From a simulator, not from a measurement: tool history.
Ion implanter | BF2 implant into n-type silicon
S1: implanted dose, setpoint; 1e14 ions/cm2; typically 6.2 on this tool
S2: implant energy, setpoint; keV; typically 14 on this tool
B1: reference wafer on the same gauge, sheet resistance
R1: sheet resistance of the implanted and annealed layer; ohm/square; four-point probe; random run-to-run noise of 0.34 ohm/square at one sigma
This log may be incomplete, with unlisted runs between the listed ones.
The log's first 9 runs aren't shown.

run	hour	S1	S2	B1	R1
10	144.2	6.2	14	240.92	234.66
11	157.4	6.2	14	240.96	234.58
12	172.1	6.2	14	240.96	234.64
13	183.3	6.2	14	240.91	234.49
# hour 197.5: extraction supply calibrated
14	198	6.2	10.5	240.99	246.75
15	206.8	6.2	10.5	241	246.61
16	222.3	6.2	14	240.95	234.66
17	233.2	7.96	14	240.96	197.61
18	239.5	6.2	14	240.96	234.32
19	250.2	4.68	12	241.14	299.03
20	281.2	4.63	9.5	241.1	312.81
21	288.3	6.2	14	240.94	235.68
22	302.8	6.2	14	240.95	235
# hour 314.6: Faraday cup replaced and dose calibrated
23	315.1	5.2	10.5	241.05	269.19
24	325.3	7.71	15.5	241.09	190.04
# hour 332.8: gauge calibrated
25	339.3	6.2	14	240.94	225.38
26	353	6.2	14	240.93	226.01
27	363.3	4.59	17	240.98	278.94
28	377.1	6.2	14	241	225.94
29	386.7	6.94	18.5	240.99	199.06
30	396.3	5.1	17	240.99	254.99
31	413.1	6.2	11.5	241.02	233.65
32	424.3	6.2	14	240.88	225.68
33	432.4	7	16.5	241.08	201.11

Branching from run 33: 5 alternative next runs. What would each branch give?
A	432.8	6.2	14	?	?
B	432.8	7.93	9.5	?	?
C	432.8	7.2	16	?	?
D	432.8	5.25	12	?	?
E	432.8	5.72	11	?	?

run	B1	R1
A	241.07	226.05
B	241.07	207.49
C	241.07	198.84
D	241.07	262.04
E	241.07	249.65
The same runs, with their run-to-run variation unchanged, on a tool lacking any hidden condition would have given:
run	R1
A	226.72
B	208
C	199.4
D	262.85
E	250.39

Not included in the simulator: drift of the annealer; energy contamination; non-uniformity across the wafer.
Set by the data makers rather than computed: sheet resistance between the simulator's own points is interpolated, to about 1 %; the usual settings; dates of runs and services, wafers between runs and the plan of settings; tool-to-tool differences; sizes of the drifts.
